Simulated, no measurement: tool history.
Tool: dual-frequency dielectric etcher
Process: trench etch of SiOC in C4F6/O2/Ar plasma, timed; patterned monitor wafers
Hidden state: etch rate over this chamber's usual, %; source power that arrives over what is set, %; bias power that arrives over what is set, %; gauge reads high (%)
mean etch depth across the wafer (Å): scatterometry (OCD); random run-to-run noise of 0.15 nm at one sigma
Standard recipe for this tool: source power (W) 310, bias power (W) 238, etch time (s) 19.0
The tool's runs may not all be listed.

| run | hour | source power (W) | bias power (W) | etch time (s) | wafers since the last listed run | hours since the last wet clean | hours since the last source power generator calibration | hours since the last bias power generator calibration | hours since the last upper electrode change | hours since the gauge calibration | read-back reference wafer on the same gauge, depth_nm | mean etch depth across the wafer (Å) |
|---|---|---|---|---|---|---|---|---|---|---|---|---|
| 1 | 0.0 | 310 | 238 | 19.0 | 0 | 296.1 | 2560.4 | 1941.7 | 1841.6 | 1566.7 | 41.11 | 351.4 |
| 2 | 32.8 | 340 | 258 | 19.0 | 520 | 328.9 | 2593.2 | 1974.5 | 1874.4 | 1599.5 | 41.17 | 379.9 |
| 3 | 102.8 | 340 | 258 | 19.0 | 1111 | 398.9 | 2663.2 | 2044.5 | 1944.4 | 1669.5 | 41.08 | 381.7 |
| 4 | 168.0 | 290 | 238 | 19.0 | 1035 | 464.1 | 2728.4 | 2109.7 | 2009.6 | 1734.7 | 41.11 | 339.2 |
| 5 | 209.3 | 290 | 238 | 19.0 | 655 | 505.4 | 2769.7 | 2151.0 | 2050.9 | 1776.0 | 41.15 | 342.3 |
| 6 | 234.6 | 290 | 238 | 19.0 | 401 | 530.7 | 2795.0 | 2176.3 | 2076.2 | 1801.3 | 41.10 | 343.2 |
|  | 273.0 | source power generator calibrated |
|  | 279.7 | wet clean of the chamber |
| 7 | 280.2 | 310 | 238 | 19.0 | 555 | 0.5 | 7.2 | 2221.9 | 2121.8 | 1846.9 | 41.10 | 350.8 |
| 8 | 329.5 | 310 | 238 | 19.0 | 782 | 49.8 | 56.5 | 2271.2 | 2171.1 | 1896.2 | 41.06 | 355.8 |
|  | 413.1 | bias power generator calibrated |
| 9 | 497.9 | 310 | 238 | 19.0 | 2610 | 218.2 | 224.9 | 84.8 | 2339.5 | 2064.6 | 41.15 | 348.5 |
|  | 501.6 | gauge calibrated |
| 10 | 556.4 | 310 | 238 | 19.0 | 928 | 276.7 | 283.4 | 143.3 | 2398.0 | 54.8 | 41.12 | 350.4 |
| 11 | 609.6 | 310 | 238 | 19.0 | 844 | 329.9 | 336.6 | 196.5 | 2451.2 | 108.0 | 41.06 | 346.8 |
| 12 | 639.8 | 310 | 238 | 19.0 | 479 | 360.1 | 366.8 | 226.7 | 2481.4 | 138.2 | 41.05 | 347.4 |
| 13 | 676.6 | 310 | 238 | 19.0 | 584 | 396.9 | 403.6 | 263.5 | 2518.2 | 175.0 | 41.07 | 347.3 |
| 14 | 733.6 | 270 | 274 | 22.0 | 905 | 453.9 | 460.6 | 320.5 | 2575.2 | 232.0 | 41.06 | 395.5 |
|  | 773.2 | wet clean of the chamber |
| 15 | 773.7 | 310 | 238 | 19.0 | 255 | 0.5 | 500.7 | 360.6 | 2615.3 | 272.1 | 41.11 | 349.1 |
| 16 | 803.9 | 310 | 218 | 19.0 | 479 | 30.7 | 530.9 | 390.8 | 2645.5 | 302.3 | 41.08 | 334.3 |
| 17 | 854.7 | 270 | 270 | 22.5 | 806 | 81.5 | 581.7 | 441.6 | 2696.3 | 353.1 | 41.09 | 402.5 |
| 18 | 924.8 | 310 | 268 | 14.0 | 1113 | 151.6 | 651.8 | 511.7 | 2766.4 | 423.2 | 41.09 | 267.9 |
|  | 957.8 | upper electrode replaced |
| 19 | 986.4 | 310 | 238 | 19.0 | 597 | 213.2 | 713.4 | 573.3 | 28.6 | 484.8 | 41.15 | 350.1 |
| 20 | 1019.9 | 280 | 238 | 17.0 | 531 | 246.7 | 746.9 | 606.8 | 62.1 | 518.3 | 41.10 | 297.5 |
| 21 | 1102.6 | 260 | 260 | 21.5 | 1313 | 329.4 | 829.6 | 689.5 | 144.8 | 601.0 | 41.08 | 372.9 |
| 22 | 1174.2 | 290 | 264 | 22.0 | 1136 | 401.0 | 901.2 | 761.1 | 216.4 | 672.6 | 41.09 | 407.5 |
| 23 | 1216.6 | 310 | 266 | 19.0 | 673 | 443.4 | 943.6 | 803.5 | 258.8 | 715.0 | 41.10 | 365.9 |
|  | 1244.4 | wet clean of the chamber |
| 24 | 1275.1 | 310 | 238 | 19.0 | 547 | 30.7 | 1002.1 | 862.0 | 317.3 | 773.5 | 41.17 | 349.7 |
| 25 | 1326.0 | 330 | 238 | 22.0 | 808 | 81.6 | 1053.0 | 912.9 | 368.2 | 824.4 | 41.09 | 421.7 |
| 26 | 1355.2 | 310 | 238 | 19.0 | 463 | 110.8 | 1082.2 | 942.1 | 397.4 | 853.6 | 41.11 | 350.1 |
| 27 | 1414.7 | 350 | 255 | 19.0 | 944 | 170.3 | 1141.7 | 1001.6 | 456.9 | 913.1 | 41.08 | 383.1 |
| 28 | 1451.2 | 310 | 193 | 19.0 | 579 | 206.8 | 1178.2 | 1038.1 | 493.4 | 949.6 | 41.09 | 322.0 |
| 29 | 1476.4 | 310 | 262 | 19.0 | 400 | 232.0 | 1203.4 | 1063.3 | 518.6 | 974.8 | 41.11 | 364.4 |

Predict each of these 5 candidate next runs independently; none follows another, all start after run 29:
| A | 1476.8 | 310 | 238 | 19.0 | 6 | 232.4 | 1203.8 | 1063.7 | 519.0 | 975.2 | ? | ? |
| B | 1476.8 | 240 | 293 | 21.5 | 6 | 232.4 | 1203.8 | 1063.7 | 519.0 | 975.2 | ? | ? |
| C | 1476.8 | 310 | 278 | 21.0 | 6 | 232.4 | 1203.8 | 1063.7 | 519.0 | 975.2 | ? | ? |
| D | 1476.8 | 310 | 180 | 22.5 | 6 | 232.4 | 1203.8 | 1063.7 | 519.0 | 975.2 | ? | ? |
| E | 1476.8 | 310 | 221 | 22.0 | 6 | 232.4 | 1203.8 | 1063.7 | 519.0 | 975.2 | ? | ? |

| run | read-back reference wafer on the same gauge, depth_nm | mean etch depth across the wafer (Å) |
|---|---|---|
| A | 41.13 | 349.4 |
| B | 41.13 | 374.7 |
| C | 41.13 | 409.1 |
| D | 41.13 | 374.0 |
| E | 41.13 | 393.7 |
With the hidden condition removed and each run's random variation left untouched, the same runs would have given:
| run | mean etch depth across the wafer (Å) |
|---|---|
| A | 345.4 |
| B | 370.2 |
| C | 404.3 |
| D | 369.9 |
| E | 389.3 |

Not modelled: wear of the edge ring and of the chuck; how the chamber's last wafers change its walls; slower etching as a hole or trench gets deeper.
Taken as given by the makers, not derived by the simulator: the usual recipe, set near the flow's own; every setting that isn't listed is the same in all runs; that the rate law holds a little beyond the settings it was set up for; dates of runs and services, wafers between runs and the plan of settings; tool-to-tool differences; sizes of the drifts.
